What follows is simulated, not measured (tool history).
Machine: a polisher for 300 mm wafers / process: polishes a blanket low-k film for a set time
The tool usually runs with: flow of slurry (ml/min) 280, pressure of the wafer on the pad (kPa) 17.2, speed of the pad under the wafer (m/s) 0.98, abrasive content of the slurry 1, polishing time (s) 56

run,hour,flow of slurry (ml/min),pressure of the wafer on the pad (kPa),speed of the pad under the wafer (m/s),abrasive content of the slurry,polishing time (s),wafers since the last listed run,wafers polished on this pad,hours since the slurry nozzle was cleaned,hours since the head pressure was calibrated,hours since the slurry blender was calibrated,hours since the conditioning disc was replaced,"incoming thickness of the incoming film, nm",film removed (Å)
1,0,280,17.2,0.98,1,56,0,1681,408.2,268.8,152.4,103.6,699.9,330
2,28.3,280,17.2,0.98,1,56,296,1978,436.5,297.1,180.7,131.9,704.3,320
3,82.4,280,17.2,0.98,1,56,566,2545,490.6,351.2,234.8,186,699.4,331
# hour 104.8: worn pad replaced by a new one
# hour 120.1: slurry blender recalibrated
# hour 121.7: conditioning disc replaced and pad reconditioned
4,137.7,280,17.2,0.98,1,56,500,307,545.9,406.5,17.6,16,710.8,328
5,163.4,335,17.2,0.9,1,56,269,576,571.6,432.2,43.3,41.7,692,314
# hour 227.9: slurry nozzle cleaned
6,229.1,280,17.2,0.98,0.85,56,677,1254,1.2,497.9,109,107.4,698.4,290
# hour 268.2: head pressure recalibrated
7,272.9,280,17.2,0.98,0.85,56,437,1692,45,4.7,152.8,151.2,694.5,267
8,343.3,280,14.5,0.98,1,56,737,2429,115.4,75.1,223.2,221.6,703,263
9,370.1,280,14.5,0.98,1,56,280,2710,142.2,101.9,250,248.4,702.2,266
# hour 378.1: worn pad replaced by a new one
10,394.2,280,17.2,0.98,1,56,210,168,166.3,126,274.1,272.5,707.5,317
# hour 406.3: slurry blender recalibrated
# hour 407.1: conditioning disc replaced and pad reconditioned
11,423,280,17.2,0.98,1,56,272,441,195.1,154.8,16.7,15.9,706.7,328
12,466.7,280,17.2,0.98,1,56,457,899,238.8,198.5,60.4,59.6,693.7,329
13,490.9,345,17.2,0.98,1,56,253,1152,263,222.7,84.6,83.8,704.5,340
14,528.2,280,17.2,0.98,1,56,390,1543,300.3,260,121.9,121.1,705.7,326
15,569.1,280,17.2,1.22,1,56,428,1972,341.2,300.9,162.8,162,696.9,399
# hour 595.6: worn pad replaced by a new one
16,640.8,310,17.2,1.2,0.75,71,709,473,412.9,372.6,234.5,233.7,709.3,374
# hour 663.1: conditioning disc replaced and pad reconditioned
# hour 689.7: slurry blender recalibrated
17,692,280,17.2,0.98,1,56,494,968,464.1,423.8,2.3,28.9,708.2,329
18,758.4,280,17.2,0.98,1,56,695,1663,530.5,490.2,68.7,95.3,691.8,333
# hour 772.2: head pressure recalibrated
# hour 811.6: slurry nozzle cleaned
19,812.1,305,17.2,1.08,1,70,531,2195,0.5,39.9,122.4,149,700.3,417
20,864.8,280,17.2,0.86,1,56,552,2747,53.2,92.6,175.1,201.7,706.1,278
# hour 873.1: worn pad replaced by a new one
21,895.4,280,17.2,1.28,1,42,278,234,83.8,123.2,205.7,232.3,705.9,294
# hour 911.9: conditioning disc replaced and pad reconditioned
22,949.7,215,14.5,1.18,1,37,547,781,138.1,177.5,260,37.8,705.1,201
# hour 977: slurry blender recalibrated
23,983.7,200,22.1,0.98,1,56,335,1117,172.1,211.5,6.7,71.8,708.4,395
# hour 1150: worn pad replaced by a new one
24,1182.3,280,17.2,1.28,1,42,2038,338,370.7,410.1,205.3,270.4,697.7,302
# hour 1189.6: conditioning disc replaced and pad reconditioned
# hour 1203.3: slurry blender recalibrated
25,1249.1,280,17.2,0.7,1,56,657,996,437.5,476.9,45.8,59.5,705.5,254

Alternative continuations, all from the tool just after run 25; predict every row:
A,1249.5,280,17.2,0.98,1,56,4,1000,437.9,477.3,46.2,59.9,688.3,?
B,1249.5,325,17.2,0.98,1,37,4,1000,437.9,477.3,46.2,59.9,688.3,?
C,1249.5,200,17.2,0.98,1,56,4,1000,437.9,477.3,46.2,59.9,688.3,?
D,1249.5,325,17.2,1.24,1.2,63,4,1000,437.9,477.3,46.2,59.9,688.3,?

run,film removed (Å)
A,322
B,216
C,312
D,501
What these runs would have given with no unlogged condition in the tool:
run,film removed (Å)
A,301
B,201
C,291
D,468

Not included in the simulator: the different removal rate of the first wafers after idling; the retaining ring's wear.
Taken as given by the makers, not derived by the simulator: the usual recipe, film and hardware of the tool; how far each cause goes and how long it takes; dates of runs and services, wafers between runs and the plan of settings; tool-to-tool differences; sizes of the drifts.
